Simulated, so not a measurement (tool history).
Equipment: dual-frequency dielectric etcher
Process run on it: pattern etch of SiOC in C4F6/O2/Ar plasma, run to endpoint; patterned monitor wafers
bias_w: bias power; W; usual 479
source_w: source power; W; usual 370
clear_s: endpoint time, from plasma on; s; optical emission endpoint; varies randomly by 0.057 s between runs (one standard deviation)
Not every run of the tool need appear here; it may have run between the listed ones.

| run | hour | bias_w | source_w | wafers since the last listed run | hours since the last wet clean | hours since the last bias power generator calibration | hours since the last source power generator calibration | hours since the last upper electrode change | incoming incoming film thickness, nm | clear_s |
|---|---|---|---|---|---|---|---|---|---|---|
| 1 | 0 | 523 | 370 | 0 | 170.8 | 2348.3 | 1165 | 4314.3 | 28.36 | 10.6 |
| 2 | 13.7 | 479 | 370 | 132 | 184.5 | 2362 | 1178.7 | 4328 | 28.35 | 10.9 |
| 3 | 20.2 | 479 | 370 | 62 | 191 | 2368.5 | 1185.2 | 4334.5 | 28.49 | 10.9 |
| 4 | 29.3 | 544 | 370 | 87 | 200.1 | 2377.6 | 1194.3 | 4343.6 | 28.61 | 10.7 |
| 5 | 44.2 | 544 | 370 | 144 | 215 | 2392.5 | 1209.2 | 4358.5 | 28.53 | 10.7 |
| 6 | 58.1 | 479 | 370 | 134 | 228.9 | 2406.4 | 1223.1 | 4372.4 | 28.54 | 11.1 |
| 7 | 69.6 | 479 | 370 | 111 | 240.4 | 2417.9 | 1234.6 | 4383.9 | 28.18 | 11.1 |
| 8 | 85.7 | 563 | 370 | 155 | 256.5 | 2434 | 1250.7 | 4400 | 28.34 | 10.6 |
|  | 104.6 | bias power generator calibrated |
| 9 | 105.1 | 479 | 370 | 148 | 275.9 | 0.5 | 1270.1 | 4419.4 | 28.54 | 11.2 |
|  | 130.5 | upper electrode replaced |
| 10 | 131 | 479 | 370 | 18 | 301.8 | 26.4 | 1296 | 0.5 | 28.33 | 11.1 |
| 11 | 131.4 | 479 | 370 | 3 | 302.2 | 26.8 | 1296.4 | 0.9 | 28.37 | 11.2 |
| 12 | 137.5 | 479 | 370 | 58 | 308.3 | 32.9 | 1302.5 | 7 | 27.97 | 11.1 |
| 13 | 152.5 | 428 | 330 | 145 | 323.3 | 47.9 | 1317.5 | 22 | 28.45 | 12.1 |
| 14 | 158.9 | 433 | 400 | 61 | 329.7 | 54.3 | 1323.9 | 28.4 | 28.31 | 11.3 |
|  | 194.2 | source power generator calibrated |
|  | 195.4 | wet clean of the chamber |
| 15 | 195.9 | 479 | 300 | 307 | 0.5 | 91.3 | 1.7 | 65.4 | 28.23 | 11.2 |
| 16 | 196.2 | 479 | 370 | 2 | 0.8 | 91.6 | 2 | 65.7 | 28.09 | 10.6 |
| 17 | 203.1 | 544 | 370 | 66 | 7.7 | 98.5 | 8.9 | 72.6 | 28.44 | 10.2 |
| 18 | 210.5 | 560 | 410 | 71 | 15.1 | 105.9 | 16.3 | 80 | 28.25 | 9.7 |
| 19 | 217.6 | 422 | 340 | 68 | 22.2 | 113 | 23.4 | 87.1 | 28.41 | 11.2 |
| 20 | 225.8 | 479 | 370 | 79 | 30.4 | 121.2 | 31.6 | 95.3 | 28.28 | 10.6 |
| 21 | 233.3 | 374 | 370 | 72 | 37.9 | 128.7 | 39.1 | 102.8 | 28.6 | 11.6 |
| 22 | 248.1 | 414 | 300 | 143 | 52.7 | 143.5 | 53.9 | 117.6 | 28.36 | 11.8 |

Each row is a separate what-if for the run after 22, all from the same tool condition, not one after another. Results?
| A | 248.5 | 479 | 370 | 3 | 53.1 | 143.9 | 54.3 | 118 | 28.18 | ? |
| B | 248.5 | 549 | 300 | 3 | 53.1 | 143.9 | 54.3 | 118 | 28.18 | ? |
| C | 248.5 | 426 | 390 | 3 | 53.1 | 143.9 | 54.3 | 118 | 28.18 | ? |
| D | 248.5 | 479 | 450 | 3 | 53.1 | 143.9 | 54.3 | 118 | 28.18 | ? |
| E | 248.5 | 560 | 460 | 3 | 53.1 | 143.9 | 54.3 | 118 | 28.18 | ? |

| run | clear_s |
|---|---|
| A | 10.5 |
| B | 10.7 |
| C | 10.7 |
| D | 9.9 |
| E | 9.4 |
Without the tool's unlogged condition, the same runs would have read:
| run | clear_s |
|---|---|
| A | 10.4 |
| B | 10.6 |
| C | 10.6 |
| D | 9.9 |
| E | 9.3 |
